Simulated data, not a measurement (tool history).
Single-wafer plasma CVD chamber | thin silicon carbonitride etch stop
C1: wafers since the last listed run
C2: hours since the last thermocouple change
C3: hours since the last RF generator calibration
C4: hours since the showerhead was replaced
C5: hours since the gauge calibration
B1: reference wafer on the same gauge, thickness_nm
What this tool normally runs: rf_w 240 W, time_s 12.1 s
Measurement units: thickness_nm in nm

run 1 hour=0 | rf_w=240 time_s=10.6 | C1=0 C2=1169.5 C3=410.4 C4=7712.7 C5=2035.3 | B1=7.279 | thickness_nm=6.45
run 2 hour=84 | rf_w=240 time_s=10.6 | C1=2167 C2=1253.5 C3=494.4 C4=7796.7 C5=2119.3 | B1=7.279 | thickness_nm=6.462
run 3 hour=122.3 | rf_w=220 time_s=13.6 | C1=988 C2=1291.8 C3=532.7 C4=7835 C5=2157.6 | B1=7.28 | thickness_nm=8.072
run 4 hour=221.1 | rf_w=220 time_s=13.6 | C1=2549 C2=1390.6 C3=631.5 C4=7933.8 C5=2256.4 | B1=7.279 | thickness_nm=8.079
run 5 hour=318.4 | rf_w=220 time_s=12.1 | C1=2510 C2=1487.9 C3=728.8 C4=8031.1 C5=2353.7 | B1=7.284 | thickness_nm=7.204
run 6 hour=404.3 | rf_w=220 time_s=12.1 | C1=2216 C2=1573.8 C3=814.7 C4=8117 C5=2439.6 | B1=7.282 | thickness_nm=7.18
run 7 hour=489.9 | rf_w=220 time_s=12.1 | C1=2208 C2=1659.4 C3=900.3 C4=8202.6 C5=2525.2 | B1=7.28 | thickness_nm=7.181
-- hour=506.3 showerhead replaced
-- hour=513.5 RF generator calibrated
run 8 hour=527.3 | rf_w=240 time_s=12.7 | C1=574 C2=1696.8 C3=13.8 C4=21 C5=2562.6 | B1=7.275 | thickness_nm=7.74
run 9 hour=618.2 | rf_w=240 time_s=12.1 | C1=2345 C2=1787.7 C3=104.7 C4=111.9 C5=2653.5 | B1=7.279 | thickness_nm=7.389
run 10 hour=664.8 | rf_w=240 time_s=11.4 | C1=1202 C2=1834.3 C3=151.3 C4=158.5 C5=2700.1 | B1=7.28 | thickness_nm=6.972
run 11 hour=766.1 | rf_w=240 time_s=11.4 | C1=2613 C2=1935.6 C3=252.6 C4=259.8 C5=2801.4 | B1=7.281 | thickness_nm=6.941
run 12 hour=823.1 | rf_w=240 time_s=12.1 | C1=1470 C2=1992.6 C3=309.6 C4=316.8 C5=2858.4 | B1=7.279 | thickness_nm=7.372
run 13 hour=893.4 | rf_w=215 time_s=13.8 | C1=1813 C2=2062.9 C3=379.9 C4=387.1 C5=2928.7 | B1=7.281 | thickness_nm=8.18
run 14 hour=965.5 | rf_w=200 time_s=14.3 | C1=1860 C2=2135 C3=452 C4=459.2 C5=3000.8 | B1=7.283 | thickness_nm=8.271
run 15 hour=1051.6 | rf_w=195 time_s=10.2 | C1=2221 C2=2221.1 C3=538.1 C4=545.3 C5=3086.9 | B1=7.282 | thickness_nm=5.874
run 16 hour=1126.7 | rf_w=255 time_s=9.9 | C1=1937 C2=2296.2 C3=613.2 C4=620.4 C5=3162 | B1=7.278 | thickness_nm=6.109
-- hour=1190.4 thermocouple changed; heater temperature recalibrated
run 17 hour=1226.9 | rf_w=210 time_s=12.1 | C1=2379 C2=36.5 C3=713.4 C4=720.6 C5=3262.2 | B1=7.279 | thickness_nm=7.099
run 18 hour=1302.4 | rf_w=215 time_s=12.1 | C1=1948 C2=112 C3=788.9 C4=796.1 C5=3337.7 | B1=7.282 | thickness_nm=7.151
run 19 hour=1382.6 | rf_w=265 time_s=14.1 | C1=2069 C2=192.2 C3=869.1 C4=876.3 C5=3417.9 | B1=7.278 | thickness_nm=8.792
-- hour=1467.9 RF generator calibrated
run 20 hour=1479.9 | rf_w=225 time_s=12.1 | C1=2304 C2=289.5 C3=12 C4=973.6 C5=3515.2 | B1=7.284 | thickness_nm=7.288
run 21 hour=1526.3 | rf_w=260 time_s=11.2 | C1=1197 C2=335.9 C3=58.4 C4=1020 C5=3561.6 | B1=7.283 | thickness_nm=7.006
-- hour=1550.4 gauge calibrated
run 22 hour=1576.1 | rf_w=240 time_s=14.5 | C1=1284 C2=385.7 C3=108.2 C4=1069.8 C5=25.7 | B1=7.281 | thickness_nm=8.889
run 23 hour=1633.7 | rf_w=285 time_s=12.1 | C1=1486 C2=443.3 C3=165.8 C4=1127.4 C5=83.3 | B1=7.281 | thickness_nm=7.727
run 24 hour=1706.1 | rf_w=240 time_s=12.1 | C1=1868 C2=515.7 C3=238.2 C4=1199.8 C5=155.7 | B1=7.284 | thickness_nm=7.356
run 25 hour=1775.9 | rf_w=260 time_s=13.1 | C1=1801 C2=585.5 C3=308 C4=1269.6 C5=225.5 | B1=7.281 | thickness_nm=8.166
run 26 hour=1852.5 | rf_w=200 time_s=14.4 | C1=1976 C2=662.1 C3=384.6 C4=1346.2 C5=302.1 | B1=7.28 | thickness_nm=8.343
run 27 hour=1923.4 | rf_w=215 time_s=11 | C1=1829 C2=733 C3=455.5 C4=1417.1 C5=373 | B1=7.282 | thickness_nm=6.501
run 28 hour=1963.1 | rf_w=240 time_s=12.1 | C1=1024 C2=772.7 C3=495.2 C4=1456.8 C5=412.7 | B1=7.282 | thickness_nm=7.352
run 29 hour=2016 | rf_w=265 time_s=12.1 | C1=1364 C2=825.6 C3=548.1 C4=1509.7 C5=465.6 | B1=7.281 | thickness_nm=7.585
run 30 hour=2116.9 | rf_w=240 time_s=13.5 | C1=2603 C2=926.5 C3=649 C4=1610.6 C5=566.5 | B1=7.28 | thickness_nm=8.226
run 31 hour=2187.7 | rf_w=240 time_s=13.8 | C1=1826 C2=997.3 C3=719.8 C4=1681.4 C5=637.3 | B1=7.28 | thickness_nm=8.368
-- hour=2263.3 RF generator calibrated
run 32 hour=2268.3 | rf_w=200 time_s=12.1 | C1=1873 C2=1077.9 C3=5 C4=1762 C5=717.9 | B1=7.277 | thickness_nm=7.062
run 33 hour=2320.6 | rf_w=210 time_s=14.4 | C1=1349 C2=1130.2 C3=57.3 C4=1814.3 C5=770.2 | B1=7.279 | thickness_nm=8.51
run 34 hour=2413.9 | rf_w=240 time_s=12.1 | C1=2407 C2=1223.5 C3=150.6 C4=1907.6 C5=863.5 | B1=7.28 | thickness_nm=7.391
run 35 hour=2517.3 | rf_w=240 time_s=12.1 | C1=2668 C2=1326.9 C3=254 C4=2011 C5=966.9 | B1=7.281 | thickness_nm=7.384

Alternative continuations, all from the tool just after run 35; predict every row:
run A hour=2517.7 | rf_w=240 time_s=14 | C1=10 C2=1327.3 C3=254.4 C4=2011.4 C5=967.3 | B1=? | thickness_nm=?
run B hour=2517.7 | rf_w=240 time_s=13.7 | C1=10 C2=1327.3 C3=254.4 C4=2011.4 C5=967.3 | B1=? | thickness_nm=?
run C hour=2517.7 | rf_w=290 time_s=12.1 | C1=10 C2=1327.3 C3=254.4 C4=2011.4 C5=967.3 | B1=? | thickness_nm=?
run D hour=2517.7 | rf_w=225 time_s=12.9 | C1=10 C2=1327.3 C3=254.4 C4=2011.4 C5=967.3 | B1=? | thickness_nm=?

run=A B1=7.285 thickness_nm=8.542
run=B B1=7.285 thickness_nm=8.359
run=C B1=7.285 thickness_nm=7.769
run=D B1=7.285 thickness_nm=7.736
With no hidden state in the tool, these same runs would have given:
run=A thickness_nm=8.583
run=B thickness_nm=8.4
run=C thickness_nm=7.807
run=D thickness_nm=7.774

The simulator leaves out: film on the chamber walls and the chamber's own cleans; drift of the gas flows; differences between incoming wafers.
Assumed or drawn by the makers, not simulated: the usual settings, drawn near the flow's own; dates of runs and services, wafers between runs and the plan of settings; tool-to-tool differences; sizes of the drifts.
